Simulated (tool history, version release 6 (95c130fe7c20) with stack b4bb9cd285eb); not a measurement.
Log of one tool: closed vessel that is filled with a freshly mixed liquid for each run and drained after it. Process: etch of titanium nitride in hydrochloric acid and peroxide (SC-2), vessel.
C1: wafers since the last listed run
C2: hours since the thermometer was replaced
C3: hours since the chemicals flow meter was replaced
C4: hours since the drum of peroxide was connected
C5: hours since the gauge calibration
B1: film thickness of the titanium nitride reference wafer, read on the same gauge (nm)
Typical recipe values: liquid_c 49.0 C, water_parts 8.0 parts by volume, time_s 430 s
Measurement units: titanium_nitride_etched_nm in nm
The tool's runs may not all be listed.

run 1 hour=0.0 | liquid_c=49.0 water_parts=8.0 time_s=430 | C1=0 C2=784.3 C3=724.0 C4=409.0 C5=373.6 | B1=59.98 | titanium_nitride_etched_nm=12.43
run 2 hour=69.5 | liquid_c=49.0 water_parts=8.0 time_s=430 | C1=5228 C2=853.8 C3=793.5 C4=478.5 C5=443.1 | B1=60.02 | titanium_nitride_etched_nm=12.31
run 3 hour=113.9 | liquid_c=49.0 water_parts=8.0 time_s=430 | C1=3340 C2=898.2 C3=837.9 C4=522.9 C5=487.5 | B1=59.99 | titanium_nitride_etched_nm=12.50
-- hour=136.8 new drum of peroxide connected
run 4 hour=215.4 | liquid_c=49.0 water_parts=8.0 time_s=535 | C1=7560 C2=999.7 C3=939.4 C4=78.6 C5=589.0 | B1=59.99 | titanium_nitride_etched_nm=15.70
run 5 hour=315.4 | liquid_c=49.0 water_parts=8.0 time_s=535 | C1=7522 C2=1099.7 C3=1039.4 C4=178.6 C5=689.0 | B1=60.03 | titanium_nitride_etched_nm=15.56
run 6 hour=376.3 | liquid_c=49.0 water_parts=8.0 time_s=535 | C1=4581 C2=1160.6 C3=1100.3 C4=239.5 C5=749.9 | B1=59.98 | titanium_nitride_etched_nm=15.32
run 7 hour=461.0 | liquid_c=49.0 water_parts=8.0 time_s=430 | C1=6371 C2=1245.3 C3=1185.0 C4=324.2 C5=834.6 | B1=60.04 | titanium_nitride_etched_nm=12.44
run 8 hour=550.9 | liquid_c=49.0 water_parts=8.0 time_s=430 | C1=6763 C2=1335.2 C3=1274.9 C4=414.1 C5=924.5 | B1=60.01 | titanium_nitride_etched_nm=12.22
run 9 hour=629.0 | liquid_c=49.0 water_parts=8.0 time_s=615 | C1=5875 C2=1413.3 C3=1353.0 C4=492.2 C5=1002.6 | B1=60.06 | titanium_nitride_etched_nm=17.35
run 10 hour=703.1 | liquid_c=49.0 water_parts=8.0 time_s=615 | C1=5574 C2=1487.4 C3=1427.1 C4=566.3 C5=1076.7 | B1=59.97 | titanium_nitride_etched_nm=17.53
-- hour=737.9 new drum of peroxide connected
run 11 hour=791.8 | liquid_c=49.0 water_parts=8.0 time_s=615 | C1=6597 C2=1576.1 C3=1515.8 C4=53.9 C5=1165.4 | B1=60.00 | titanium_nitride_etched_nm=17.08
-- hour=830.4 thermometer replaced
run 12 hour=885.4 | liquid_c=49.0 water_parts=8.0 time_s=430 | C1=6966 C2=55.0 C3=1609.4 C4=147.5 C5=1259.0 | B1=59.95 | titanium_nitride_etched_nm=12.02
run 13 hour=1172.3 | liquid_c=49.0 water_parts=8.0 time_s=430 | C1=21583 C2=341.9 C3=1896.3 C4=434.4 C5=1545.9 | B1=59.99 | titanium_nitride_etched_nm=11.67
-- hour=1190.1 new drum of peroxide connected, repeated, since the last time left the tool worse
run 14 hour=1278.1 | liquid_c=49.0 water_parts=6.0 time_s=430 | C1=7883 C2=447.7 C3=2002.1 C4=88.0 C5=1651.7 | B1=60.03 | titanium_nitride_etched_nm=15.92
run 15 hour=1316.0 | liquid_c=49.0 water_parts=6.0 time_s=430 | C1=2851 C2=485.6 C3=2040.0 C4=125.9 C5=1689.6 | B1=60.02 | titanium_nitride_etched_nm=16.04
-- hour=1318.4 chemicals flow meter replaced
run 16 hour=1397.0 | liquid_c=49.0 water_parts=5.5 time_s=620 | C1=6018 C2=566.6 C3=78.6 C4=206.9 C5=1770.6 | B1=59.99 | titanium_nitride_etched_nm=24.73
run 17 hour=1498.3 | liquid_c=54.5 water_parts=11.0 time_s=240 | C1=7620 C2=667.9 C3=179.9 C4=308.2 C5=1871.9 | B1=60.01 | titanium_nitride_etched_nm=7.80
run 18 hour=1569.3 | liquid_c=49.0 water_parts=6.0 time_s=430 | C1=5341 C2=738.9 C3=250.9 C4=379.2 C5=1942.9 | B1=60.03 | titanium_nitride_etched_nm=15.86
-- hour=1573.3 gauge calibrated
run 19 hour=1643.1 | liquid_c=49.0 water_parts=11.0 time_s=430 | C1=5551 C2=812.7 C3=324.7 C4=453.0 C5=69.8 | B1=59.99 | titanium_nitride_etched_nm=9.62
-- hour=1686.5 new drum of peroxide connected
run 20 hour=1726.1 | liquid_c=49.0 water_parts=8.0 time_s=430 | C1=6168 C2=895.7 C3=407.7 C4=39.6 C5=152.8 | B1=60.03 | titanium_nitride_etched_nm=12.73
run 21 hour=1802.2 | liquid_c=49.0 water_parts=12.0 time_s=185 | C1=5724 C2=971.8 C3=483.8 C4=115.7 C5=228.9 | B1=60.03 | titanium_nitride_etched_nm=3.93
run 22 hour=1883.5 | liquid_c=44.5 water_parts=11.0 time_s=430 | C1=6116 C2=1053.1 C3=565.1 C4=197.0 C5=310.2 | B1=60.01 | titanium_nitride_etched_nm=7.10
run 23 hour=1944.6 | liquid_c=49.0 water_parts=8.0 time_s=430 | C1=4596 C2=1114.2 C3=626.2 C4=258.1 C5=371.3 | B1=60.02 | titanium_nitride_etched_nm=12.57
run 24 hour=1983.2 | liquid_c=49.0 water_parts=11.0 time_s=310 | C1=2903 C2=1152.8 C3=664.8 C4=296.7 C5=409.9 | B1=60.04 | titanium_nitride_etched_nm=6.99
run 25 hour=2033.8 | liquid_c=59.0 water_parts=6.5 time_s=430 | C1=3806 C2=1203.4 C3=715.4 C4=347.3 C5=460.5 | B1=59.99 | titanium_nitride_etched_nm=28.26
run 26 hour=2101.5 | liquid_c=49.0 water_parts=8.0 time_s=430 | C1=5092 C2=1271.1 C3=783.1 C4=415.0 C5=528.2 | B1=59.97 | titanium_nitride_etched_nm=12.42
run 27 hour=2150.0 | liquid_c=49.0 water_parts=11.5 time_s=585 | C1=3648 C2=1319.6 C3=831.6 C4=463.5 C5=576.7 | B1=59.98 | titanium_nitride_etched_nm=12.63
run 28 hour=2202.7 | liquid_c=42.0 water_parts=10.0 time_s=220 | C1=3964 C2=1372.3 C3=884.3 C4=516.2 C5=629.4 | B1=59.99 | titanium_nitride_etched_nm=3.30
run 29 hour=2289.3 | liquid_c=53.5 water_parts=8.0 time_s=605 | C1=6514 C2=1458.9 C3=970.9 C4=602.8 C5=716.0 | B1=59.98 | titanium_nitride_etched_nm=23.56
-- hour=2301.0 new drum of peroxide connected
-- hour=2345.5 thermometer replaced
run 30 hour=2367.0 | liquid_c=49.0 water_parts=8.0 time_s=430 | C1=5694 C2=21.5 C3=1048.6 C4=66.0 C5=793.7 | B1=60.00 | titanium_nitride_etched_nm=12.76

Measured less the same run without the tool's hidden state. The same run-to-run variation is in both; the gauge's scatter may not be:
Hidden state at play: liquid colder than its thermometer reads (K); chemicals flow below the setpoint (%); peroxide weaker than its label (%); gauge reads high (%).
run=1 titanium_nitride_etched_nm=-0.37
run=2 titanium_nitride_etched_nm=-0.43
run=3 titanium_nitride_etched_nm=-0.47
run=4 titanium_nitride_etched_nm=-0.22
run=5 titanium_nitride_etched_nm=-0.33
run=6 titanium_nitride_etched_nm=-0.38
run=7 titanium_nitride_etched_nm=-0.38
run=8 titanium_nitride_etched_nm=-0.45
run=9 titanium_nitride_etched_nm=-0.73
run=10 titanium_nitride_etched_nm=-0.83
run=11 titanium_nitride_etched_nm=-1.28
run=12 titanium_nitride_etched_nm=-0.99
run=13 titanium_nitride_etched_nm=-1.21
run=14 titanium_nitride_etched_nm=-0.09
run=15 titanium_nitride_etched_nm=-0.14
run=16 titanium_nitride_etched_nm=-0.33
run=17 titanium_nitride_etched_nm=-0.17
run=18 titanium_nitride_etched_nm=-0.40
run=19 titanium_nitride_etched_nm=-0.30
run=20 titanium_nitride_etched_nm=-0.09
run=21 titanium_nitride_etched_nm=-0.05
run=22 titanium_nitride_etched_nm=-0.13
run=23 titanium_nitride_etched_nm=-0.27
run=24 titanium_nitride_etched_nm=-0.17
run=25 titanium_nitride_etched_nm=-0.76
run=26 titanium_nitride_etched_nm=-0.40
run=27 titanium_nitride_etched_nm=-0.45
run=28 titanium_nitride_etched_nm=-0.13
run=29 titanium_nitride_etched_nm=-1.06
run=30 titanium_nitride_etched_nm=-0.06
